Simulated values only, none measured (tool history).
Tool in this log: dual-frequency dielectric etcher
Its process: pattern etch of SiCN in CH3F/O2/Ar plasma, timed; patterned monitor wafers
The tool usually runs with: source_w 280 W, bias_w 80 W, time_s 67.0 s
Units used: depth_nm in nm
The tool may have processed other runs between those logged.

| run | hour | source_w | bias_w | time_s | wafers since the last listed run | hours since the last wet clean | hours since the last source power generator calibration | hours since the last bias power generator calibration | hours since the last upper electrode change | hours since the gauge calibration | read-back reference wafer on the same gauge, depth_nm | depth_nm |
|---|---|---|---|---|---|---|---|---|---|---|---|---|
| 1 | 0.0 | 280 | 80 | 67.0 | 0 | 309.2 | 1468.8 | 2299.0 | 5053.8 | 179.0 | 23.39 | 22.50 |
| 2 | 43.0 | 280 | 80 | 67.0 | 538 | 352.2 | 1511.8 | 2342.0 | 5096.8 | 222.0 | 23.40 | 22.39 |
|  | 87.3 | wet clean of the chamber |
| 3 | 93.0 | 280 | 80 | 67.0 | 325 | 5.7 | 1561.8 | 2392.0 | 5146.8 | 272.0 | 23.43 | 23.14 |
| 4 | 128.7 | 280 | 80 | 67.0 | 447 | 41.4 | 1597.5 | 2427.7 | 5182.5 | 307.7 | 23.40 | 23.08 |
| 5 | 154.3 | 280 | 80 | 67.0 | 320 | 67.0 | 1623.1 | 2453.3 | 5208.1 | 333.3 | 23.40 | 23.01 |
| 6 | 187.2 | 280 | 80 | 67.0 | 412 | 99.9 | 1656.0 | 2486.2 | 5241.0 | 366.2 | 23.42 | 22.86 |
| 7 | 248.9 | 280 | 80 | 67.0 | 772 | 161.6 | 1717.7 | 2547.9 | 5302.7 | 427.9 | 23.39 | 22.74 |
| 8 | 311.2 | 280 | 80 | 67.0 | 780 | 223.9 | 1780.0 | 2610.2 | 5365.0 | 490.2 | 23.40 | 22.68 |
| 9 | 376.2 | 280 | 80 | 67.0 | 814 | 288.9 | 1845.0 | 2675.2 | 5430.0 | 555.2 | 23.41 | 22.50 |
| 10 | 443.5 | 280 | 80 | 67.0 | 843 | 356.2 | 1912.3 | 2742.5 | 5497.3 | 622.5 | 23.40 | 22.44 |
|  | 474.3 | wet clean of the chamber |
| 11 | 503.6 | 280 | 80 | 67.0 | 452 | 29.3 | 1972.4 | 2802.6 | 5557.4 | 682.6 | 23.39 | 23.17 |
| 12 | 536.3 | 320 | 80 | 67.0 | 409 | 62.0 | 2005.1 | 2835.3 | 5590.1 | 715.3 | 23.40 | 24.87 |
|  | 563.9 | upper electrode replaced |
| 13 | 564.4 | 280 | 80 | 54.0 | 51 | 90.1 | 2033.2 | 2863.4 | 0.5 | 743.4 | 23.41 | 18.50 |
| 14 | 595.5 | 310 | 93 | 86.5 | 389 | 121.2 | 2064.3 | 2894.5 | 31.6 | 774.5 | 23.41 | 32.78 |
| 15 | 661.1 | 280 | 80 | 67.0 | 821 | 186.8 | 2129.9 | 2960.1 | 97.2 | 840.1 | 23.38 | 22.68 |
| 16 | 721.8 | 250 | 71 | 57.0 | 760 | 247.5 | 2190.6 | 3020.8 | 157.9 | 900.8 | 23.41 | 17.47 |
|  | 742.8 | source power generator calibrated |
| 17 | 752.1 | 340 | 93 | 67.0 | 329 | 277.8 | 9.3 | 3051.1 | 188.2 | 931.1 | 23.41 | 26.33 |
|  | 801.1 | wet clean of the chamber |
| 18 | 821.1 | 280 | 80 | 67.0 | 563 | 20.0 | 78.3 | 3120.1 | 257.2 | 1000.1 | 23.42 | 23.02 |
| 19 | 851.5 | 280 | 87 | 67.0 | 380 | 50.4 | 108.7 | 3150.5 | 287.6 | 1030.5 | 23.40 | 23.61 |
|  | 957.6 | gauge calibrated |
|  | 1026.6 | bias power generator calibrated |
| 20 | 1036.2 | 220 | 98 | 50.5 | 2263 | 235.1 | 293.4 | 9.6 | 472.3 | 78.6 | 23.39 | 15.85 |
| 21 | 1079.2 | 230 | 97 | 78.5 | 538 | 278.1 | 336.4 | 52.6 | 515.3 | 121.6 | 23.39 | 24.93 |
|  | 1125.3 | wet clean of the chamber |
| 22 | 1236.6 | 280 | 80 | 67.0 | 1671 | 111.3 | 493.8 | 210.0 | 672.7 | 279.0 | 23.42 | 22.97 |
| 23 | 1306.1 | 280 | 80 | 55.5 | 870 | 180.8 | 563.3 | 279.5 | 742.2 | 348.5 | 23.40 | 18.89 |
| 24 | 1342.3 | 260 | 94 | 80.5 | 453 | 217.0 | 599.5 | 315.7 | 778.4 | 384.7 | 23.41 | 27.70 |
| 25 | 1404.3 | 280 | 99 | 67.0 | 776 | 279.0 | 661.5 | 377.7 | 840.4 | 446.7 | 23.39 | 24.29 |

Consider 4 possible next runs. They are alternatives, not a sequence: every one starts from the tool as it was left by run 25. What does each give?
| A | 1404.7 | 280 | 80 | 67.0 | 5 | 279.4 | 661.9 | 378.1 | 840.8 | 447.1 | ? | ? |
| B | 1404.7 | 240 | 66 | 67.0 | 5 | 279.4 | 661.9 | 378.1 | 840.8 | 447.1 | ? | ? |
| C | 1404.7 | 320 | 64 | 61.5 | 5 | 279.4 | 661.9 | 378.1 | 840.8 | 447.1 | ? | ? |
| D | 1404.7 | 330 | 80 | 67.0 | 5 | 279.4 | 661.9 | 378.1 | 840.8 | 447.1 | ? | ? |

| run | read-back reference wafer on the same gauge, depth_nm | depth_nm |
|---|---|---|
| A | 23.39 | 22.68 |
| B | 23.39 | 19.54 |
| C | 23.39 | 20.92 |
| D | 23.39 | 24.77 |
Stripped of hidden state, with their random variation kept, the same runs would have yielded:
| run | depth_nm |
|---|---|
| A | 23.25 |
| B | 20.03 |
| C | 21.44 |
| D | 25.39 |
